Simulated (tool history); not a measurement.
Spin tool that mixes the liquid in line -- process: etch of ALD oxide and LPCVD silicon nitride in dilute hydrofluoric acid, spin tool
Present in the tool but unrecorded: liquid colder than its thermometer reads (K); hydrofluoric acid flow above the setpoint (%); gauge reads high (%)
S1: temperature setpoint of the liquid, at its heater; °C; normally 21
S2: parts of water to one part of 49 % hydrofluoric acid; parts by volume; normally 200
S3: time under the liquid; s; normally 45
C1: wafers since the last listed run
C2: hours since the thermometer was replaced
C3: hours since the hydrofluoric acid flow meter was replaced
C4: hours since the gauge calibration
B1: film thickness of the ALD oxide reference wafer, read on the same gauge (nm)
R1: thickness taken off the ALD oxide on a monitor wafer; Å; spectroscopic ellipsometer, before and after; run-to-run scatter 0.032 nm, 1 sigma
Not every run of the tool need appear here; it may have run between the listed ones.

run,hour,S1,S2,S3,C1,C2,C3,C4,B1,R1
1,0,21,200,45,0,467.3,32,139.3,150,50.3
2,42.1,21,200,45,370,509.4,74.1,181.4,149.97,50.1
3,114.6,21,200,45,637,581.9,146.6,253.9,149.98,50.6
4,155.3,21,200,45,357,622.6,187.3,294.6,149.98,49.9
5,235.8,21,200,45,708,703.1,267.8,375.1,150.01,49.6
6,291.1,21,200,45,486,758.4,323.1,430.4,150.02,49.8
7,362.7,17,200,45,629,830,394.7,502,149.98,42.9
# hour 657.7: thermometer replaced
8,666.8,23,235,60,2666,9.1,698.8,806.1,150,61.3
9,747.7,21,285,65,711,90,779.7,887,149.94,48.7
10,818.7,22.5,200,55,624,161,850.7,958,150,67.2
11,874.1,17.5,170,45,487,216.4,906.1,1013.4,149.98,54.8
12,925.7,21,200,45,453,268,957.7,1065,149.98,51.5
13,970.2,18,230,30,391,312.5,1002.2,1109.5,150.03,26.2
14,1056.1,17,175,45,755,398.4,1088.1,1195.4,149.97,51.4
# hour 1120.3: hydrofluoric acid flow meter replaced
15,1156.4,18.5,265,40,873,498.7,36.1,1295.7,150.01,28.7
16,1222.9,21,200,70,584,565.2,102.6,1362.2,150.01,78.7
17,1299.5,22.5,200,45,673,641.8,179.2,1438.8,150,53.1
18,1402.1,21,170,70,902,744.4,281.8,1541.4,150.01,93.8
19,1479.4,24,200,45,679,821.7,359.1,1618.7,149.98,55.9
20,1545.2,21,255,45,578,887.5,424.9,1684.5,149.99,37.3
21,1603.3,18,285,65,511,945.6,483,1742.6,150.05,41.7
22,1698.8,25.5,200,45,840,1041.1,578.5,1838.1,150,58.7
23,1793.5,21,200,45,832,1135.8,673.2,1932.8,150.03,49.8
# hour 1864.4: thermometer replaced
24,1897.4,19,200,55,905,33,777.1,2036.7,150.02,58.5
25,1969.2,21,200,25,631,104.8,848.9,2108.5,149.99,28.8

What if the next run were any one of these 5? Each begins from the tool's condition after run 25:
A,1969.6,21,200,45,3,105.2,849.3,2108.9,?,?
B,1969.6,19,290,45,3,105.2,849.3,2108.9,?,?
C,1969.6,21,265,45,3,105.2,849.3,2108.9,?,?
D,1969.6,23,175,60,3,105.2,849.3,2108.9,?,?
E,1969.6,23,200,45,3,105.2,849.3,2108.9,?,?

run,B1,R1
A,150.04,52.3
B,150.04,30.8
C,150.04,37.1
D,150.04,88.3
E,150.04,56.5
What these runs would have given with no unlogged condition in the tool:
run,R1
A,51.8
B,30.5
C,36.7
D,87.4
E,55.9
